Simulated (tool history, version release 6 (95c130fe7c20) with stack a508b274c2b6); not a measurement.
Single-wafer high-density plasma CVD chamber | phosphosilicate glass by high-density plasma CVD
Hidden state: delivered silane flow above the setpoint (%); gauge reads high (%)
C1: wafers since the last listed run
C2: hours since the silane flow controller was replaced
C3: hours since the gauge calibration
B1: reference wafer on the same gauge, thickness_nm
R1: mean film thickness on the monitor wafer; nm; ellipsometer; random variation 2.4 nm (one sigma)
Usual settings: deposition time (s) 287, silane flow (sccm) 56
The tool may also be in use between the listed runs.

Run 1, hour 0.0: usual settings but deposition time (s) 329; C1 0; C2 2014.9; C3 19.6; B1 1349.858. Result: R1 1917.212 nm.
Run 2, hour 8.7: usual settings but deposition time (s) 329; C1 40; C2 2023.6; C3 28.3; B1 1349.891. Result: R1 1914.967 nm.
Run 3, hour 19.6: usual settings but deposition time (s) 329; C1 50; C2 2034.5; C3 39.2; B1 1351.096. Result: R1 1919.483 nm.
Run 4, hour 27.4: usual settings but deposition time (s) 252, silane flow (sccm) 59; C1 36; C2 2042.3; C3 47.0; B1 1350.110. Result: R1 1547.291 nm.
Run 5, hour 39.3: usual settings; C1 55; C2 2054.2; C3 58.9; B1 1350.263. Result: R1 1672.926 nm.
Run 6, hour 54.0: usual settings; C1 68; C2 2068.9; C3 73.6; B1 1350.329. Result: R1 1674.786 nm.
Run 7, hour 68.3: usual settings; C1 66; C2 2083.2; C3 87.9; B1 1349.451. Result: R1 1672.306 nm.
Run 8, hour 80.1: usual settings; C1 54; C2 2095.0; C3 99.7; B1 1349.831. Result: R1 1672.289 nm.
Run 9, hour 87.0: usual settings; C1 32; C2 2101.9; C3 106.6; B1 1349.411. Result: R1 1672.084 nm.
Run 10, hour 99.8: usual settings; C1 59; C2 2114.7; C3 119.4; B1 1349.926. Result: R1 1675.069 nm.
Run 11, hour 116.6: usual settings but deposition time (s) 235, silane flow (sccm) 50; C1 78; C2 2131.5; C3 136.2; B1 1350.301. Result: R1 1225.390 nm.
At hour 119.5: gauge calibrated.
Run 12, hour 129.1: usual settings but silane flow (sccm) 51; C1 58; C2 2144.0; C3 9.6; B1 1349.517. Result: R1 1523.095 nm.
Run 13, hour 140.3: usual settings but deposition time (s) 305, silane flow (sccm) 67; C1 52; C2 2155.2; C3 20.8; B1 1350.392. Result: R1 2125.978 nm.
Run 14, hour 155.2: usual settings; C1 69; C2 2170.1; C3 35.7; B1 1349.817. Result: R1 1669.094 nm.
At hour 169.8: silane flow controller replaced.
Run 15, hour 170.3: usual settings but deposition time (s) 335, silane flow (sccm) 45; C1 33; C2 0.5; C3 50.8; B1 1350.078. Result: R1 1489.052 nm.
Run 16, hour 175.6: usual settings; C1 24; C2 5.8; C3 56.1; B1 1350.660. Result: R1 1589.274 nm.
Run 17, hour 189.9: usual settings but deposition time (s) 249; C1 66; C2 20.1; C3 70.4; B1 1350.237. Result: R1 1379.644 nm.
Run 18, hour 202.4: usual settings but deposition time (s) 252, silane flow (sccm) 59; C1 58; C2 32.6; C3 82.9; B1 1350.064. Result: R1 1472.917 nm.
Run 19, hour 216.8: usual settings but deposition time (s) 329, silane flow (sccm) 48; C1 67; C2 47.0; C3 97.3; B1 1349.117. Result: R1 1569.829 nm.
Run 20, hour 225.1: usual settings but deposition time (s) 255, silane flow (sccm) 48; C1 38; C2 55.3; C3 105.6; B1 1349.727. Result: R1 1216.834 nm.
Run 21, hour 234.4: usual settings but deposition time (s) 335, silane flow (sccm) 52; C1 43; C2 64.6; C3 114.9; B1 1349.460. Result: R1 1727.204 nm.

The tool's hidden state at each run:
gauge reads high (%): 0 in every run
H1: delivered silane flow above the setpoint (%)
run     H1
  1   6.31
  2   6.31
  3   6.32
  4   6.32
  5   6.33
  6   6.34
  7   6.35
  8   6.35
  9   6.36
 10   6.37
 11   6.37
 12   6.38
 13   6.39
 14   6.39
 15   0.94
 16  0.983
 17    1.1
 18    1.2
 19   1.31
 20   1.37
 21   1.44
